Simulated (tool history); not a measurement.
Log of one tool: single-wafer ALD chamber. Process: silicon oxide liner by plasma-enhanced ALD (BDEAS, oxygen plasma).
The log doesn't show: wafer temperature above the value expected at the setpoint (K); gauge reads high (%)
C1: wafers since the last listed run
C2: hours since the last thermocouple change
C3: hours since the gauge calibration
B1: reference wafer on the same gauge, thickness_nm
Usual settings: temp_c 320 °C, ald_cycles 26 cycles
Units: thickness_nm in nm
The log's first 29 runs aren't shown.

{"run": 30, "hour": 1599.0, "temp_c": 314, "ald_cycles": 26, "C1": 498, "C2": 762.8, "C3": 307.7, "B1": 2.85, "thickness_nm": 2.451}
{"run": 31, "hour": 1659.9, "temp_c": 327, "ald_cycles": 21, "C1": 532, "C2": 823.7, "C3": 368.6, "B1": 2.85, "thickness_nm": 1.921}
{"run": 32, "hour": 1715.5, "temp_c": 313, "ald_cycles": 30, "C1": 485, "C2": 879.3, "C3": 424.2, "B1": 2.849, "thickness_nm": 2.829}
{"run": 33, "hour": 1781.4, "temp_c": 325, "ald_cycles": 26, "C1": 575, "C2": 945.2, "C3": 490.1, "B1": 2.849, "thickness_nm": 2.404}
{"run": 34, "hour": 1822.7, "temp_c": 332, "ald_cycles": 26, "C1": 360, "C2": 986.5, "C3": 531.4, "B1": 2.848, "thickness_nm": 2.373}
{"hour": 1923.0, "done": "thermocouple changed; heater temperature recalibrated"}
{"run": 35, "hour": 1986.2, "temp_c": 320, "ald_cycles": 26, "C1": 1358, "C2": 63.2, "C3": 694.9, "B1": 2.852, "thickness_nm": 2.4}
{"run": 36, "hour": 2046.7, "temp_c": 320, "ald_cycles": 26, "C1": 528, "C2": 123.7, "C3": 755.4, "B1": 2.849, "thickness_nm": 2.395}
{"run": 37, "hour": 2087.4, "temp_c": 320, "ald_cycles": 26, "C1": 355, "C2": 164.4, "C3": 796.1, "B1": 2.848, "thickness_nm": 2.394}
{"run": 38, "hour": 2268.4, "temp_c": 306, "ald_cycles": 22, "C1": 1581, "C2": 345.4, "C3": 977.1, "B1": 2.848, "thickness_nm": 2.075}
{"run": 39, "hour": 2307.7, "temp_c": 314, "ald_cycles": 26, "C1": 343, "C2": 384.7, "C3": 1016.4, "B1": 2.85, "thickness_nm": 2.422}
{"run": 40, "hour": 2349.4, "temp_c": 333, "ald_cycles": 26, "C1": 364, "C2": 426.4, "C3": 1058.1, "B1": 2.851, "thickness_nm": 2.351}
{"run": 41, "hour": 2419.0, "temp_c": 320, "ald_cycles": 26, "C1": 608, "C2": 496, "C3": 1127.7, "B1": 2.849, "thickness_nm": 2.405}

5 ways to go on from here, each from the tool as it stands after run 41. What would each give?
{"run": "A", "hour": 2419.4, "temp_c": 329, "ald_cycles": 26, "C1": 3, "C2": 496.4, "C3": 1128.1, "B1": "?", "thickness_nm": "?"}
{"run": "B", "hour": 2419.4, "temp_c": 309, "ald_cycles": 23, "C1": 3, "C2": 496.4, "C3": 1128.1, "B1": "?", "thickness_nm": "?"}
{"run": "C", "hour": 2419.4, "temp_c": 334, "ald_cycles": 28, "C1": 3, "C2": 496.4, "C3": 1128.1, "B1": "?", "thickness_nm": "?"}
{"run": "D", "hour": 2419.4, "temp_c": 315, "ald_cycles": 26, "C1": 3, "C2": 496.4, "C3": 1128.1, "B1": "?", "thickness_nm": "?"}
{"run": "E", "hour": 2419.4, "temp_c": 320, "ald_cycles": 23, "C1": 3, "C2": 496.4, "C3": 1128.1, "B1": "?", "thickness_nm": "?"}

run=A B1=2.851 thickness_nm=2.363
run=B B1=2.851 thickness_nm=2.159
run=C B1=2.851 thickness_nm=2.523
run=D B1=2.851 thickness_nm=2.417
run=E B1=2.851 thickness_nm=2.121
Without the tool's hidden state the same runs would have given:
run=A thickness_nm=2.35
run=B thickness_nm=2.148
run=C thickness_nm=2.509
run=D thickness_nm=2.404
run=E thickness_nm=2.11

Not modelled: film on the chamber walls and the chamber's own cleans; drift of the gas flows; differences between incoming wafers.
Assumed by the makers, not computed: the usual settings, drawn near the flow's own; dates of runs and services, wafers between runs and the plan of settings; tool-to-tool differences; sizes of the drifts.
